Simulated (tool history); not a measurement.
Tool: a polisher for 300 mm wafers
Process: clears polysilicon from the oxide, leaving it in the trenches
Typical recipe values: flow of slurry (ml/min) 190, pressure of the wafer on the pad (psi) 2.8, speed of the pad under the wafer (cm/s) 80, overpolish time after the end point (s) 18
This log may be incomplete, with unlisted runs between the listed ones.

run   hour  flow of slurry (ml/min)  pressure of the wafer on the pad (psi)  speed of the pad under the wafer (cm/s)  overpolish time after the end point (s)  wafers since the last listed run  wafers polished on this pad  hours since the slurry nozzle was cleaned  hours since the head pressure was calibrated  incoming thickness of the incoming film, nm  time until the end point was called (s)  dishing of a wide line in a test structure (nm)
  1      0                      230                                     2.8                                       80                                       18                                 0                          529                                         19                                           637                                        447.2                                     38.7                                             69.5
  2   31.1                      230                                     2.8                                       80                                       18                               196                          725                                       50.1                                         668.1                                        447.1                                     39.9                                             71.2
  3   52.2                      230                                     2.8                                       80                                       18                               133                          859                                       71.2                                         689.2                                        450.5                                     40.1                                             69.7
  4   65.8                      190                                     2.8                                       72                                       18                                86                          945                                       84.8                                         702.8                                        443.9                                     45.2                                             69.1
      79.2  -- worn pad replaced by a new one
  5   87.2                      190                                     2.8                                       72                                       18                               110                           50                                      106.2                                         724.2                                        448.3                                     41.3                                             70.5
     162.5  -- slurry nozzle cleaned
  6  169.4                      190                                     2.8                                       72                                       18                               513                          564                                        6.9                                         806.4                                        452.2                                     45.9                                             70.3
  7  188.1                      190                                     2.8                                       80                                       18                               118                          682                                       25.6                                         825.1                                        451.7                                     41.2                                             71.8
  8  223.8                      190                                     2.8                                       80                                       18                               225                          908                                       61.3                                         860.8                                        450.1                                     42.8                                               69
     233.1  -- worn pad replaced by a new one
  9  249.6                      190                                     2.8                                       80                                       18                               137                          104                                       87.1                                         886.6                                        451.5                                     37.7                                               72
 10  265.2                      190                                     2.8                                       80                                       18                                98                          202                                      102.7                                         902.2                                        453.4                                     38.5                                             71.6
 11  286.7                      190                                     2.8                                       70                                       18                               136                          338                                      124.2                                         923.7                                        452.5                                     46.9                                             66.4
 12  308.7                      190                                     2.8                                       70                                       18                               139                          478                                      146.2                                         945.7                                        450.5                                     45.1                                             67.3
 13  343.5                      190                                     2.8                                       80                                       18                               220                          698                                        181                                         980.5                                        446.7                                     41.2                                             71.1
 14  361.6                      190                                     2.8                                       80                                       18                               114                          813                                      199.1                                         998.6                                        447.8                                     40.5                                             69.3
     377.1  -- slurry nozzle cleaned
 15  390.9                      190                                     2.8                                       80                                       18                               179                          992                                       13.8                                        1027.9                                        448.5                                     42.2                                             71.3
     396.6  -- worn pad replaced by a new one
 16  413.5                      245                                     2.8                                      106                                       24                               117                          106                                       36.4                                        1050.5                                        447.3                                     28.7                                             72.5
 17  434.2                      250                                       2                                       80                                       25                               131                          237                                       57.1                                        1071.2                                        449.5                                       55                                               70
 18  448.9                      190                                     2.8                                       80                                       18                                93                          330                                       71.8                                        1085.9                                          449                                     40.7                                             70.1
 19    468                      215                                     2.5                                       80                                       26                               120                          451                                       90.9                                          1105                                        454.6                                     47.8                                             72.6
 20  502.2                      190                                     2.8                                       80                                       18                               216                          668                                      125.1                                        1139.2                                        454.8                                       44                                             68.3
 21  529.4                      135                                     2.1                                       80                                       18                               172                          840                                      152.3                                        1166.4                                        447.4                                     61.5                                             63.4
     565.1  -- head pressure recalibrated
 22  565.6                      190                                     2.8                                       60                                       12                               216                         1056                                      188.5                                           0.5                                        455.7                                     57.8                                             53.6
 23  587.5                      190                                     2.8                                       80                                       18                               138                         1195                                      210.4                                          22.4                                        450.7                                     44.1                                             69.1
     590.7  -- slurry nozzle cleaned
       604  -- worn pad replaced by a new one
 24  604.5                      190                                     2.8                                       80                                       18                                75                            3                                       13.8                                          39.4                                          449                                     37.4                                             73.6
 25  630.5                      190                                     2.2                                       80                                       18                               164                          168                                       39.8                                          65.4                                        450.3                                       50                                             68.6
 26  664.8                      135                                     2.1                                       94                                       27                               217                          385                                       74.1                                          99.7                                        446.3                                     47.4                                             73.3
 27  689.1                      190                                     1.9                                       80                                       18                               153                          538                                       98.4                                           124                                        454.1                                     61.5                                             62.4
 28  705.9                      190                                     2.5                                      100                                       10                               106                          645                                      115.2                                         140.8                                        450.9                                       37                                             61.3
 29  727.8                      190                                     2.8                                       80                                       18                               138                          783                                      137.1                                         162.7                                          448                                     42.2                                               69
 30  758.9                      245                                     2.3                                       72                                       18                               196                          980                                      168.2                                         193.8                                        443.5                                     56.3                                             65.8
     779.4  -- slurry nozzle cleaned
 31  792.3                      190                                     2.8                                       80                                       18                               205                         1185                                       12.9                                         227.2                                        450.1                                     42.7                                             68.4
     799.8  -- worn pad replaced by a new one
 32  806.2                      210                                     2.2                                       60                                       18                                62                           40                                       26.8                                         241.1                                        448.4                                     62.1                                             62.8
 33  839.5                      190                                     2.8                                       80                                       18                               210                          251                                       60.1                                         274.4                                        445.2                                     38.6                                             69.9

What if the next run were any one of these 5? Each begins from the tool's condition after run 33:
  A  839.9                      190                                     2.8                                       80                                       18                                 2                          253                                       60.5                                         274.8                                        450.9                                        ?                                                ?
  B  839.9                      220                                     2.8                                       80                                        8                                 2                          253                                       60.5                                         274.8                                        450.9                                        ?                                                ?
  C  839.9                      190                                     2.3                                       54                                       18                                 2                          253                                       60.5                                         274.8                                        450.9                                        ?                                                ?
  D  839.9                      190                                     3.7                                       80                                       18                                 2                          253                                       60.5                                         274.8                                        450.9                                        ?                                                ?
  E  839.9                      190                                     2.8                                       80                                       26                                 2                          253                                       60.5                                         274.8                                        450.9                                        ?                                                ?

run  time until the end point was called (s)  dishing of a wide line in a test structure (nm)
  A                                     39.8                                             71.2
  B                                     39.1                                             54.3
  C                                     71.5                                             59.8
  D                                     30.2                                               74
  E                                     39.8                                             74.6
Without the tool's hidden state the same runs would have given:
run  time until the end point was called (s)  dishing of a wide line in a test structure (nm)
  A                                     36.9                                             72.1
  B                                     36.3                                             56.4
  C                                     66.3                                             61.6
  D                                       28                                             74.5
  E                                     36.9                                             74.9
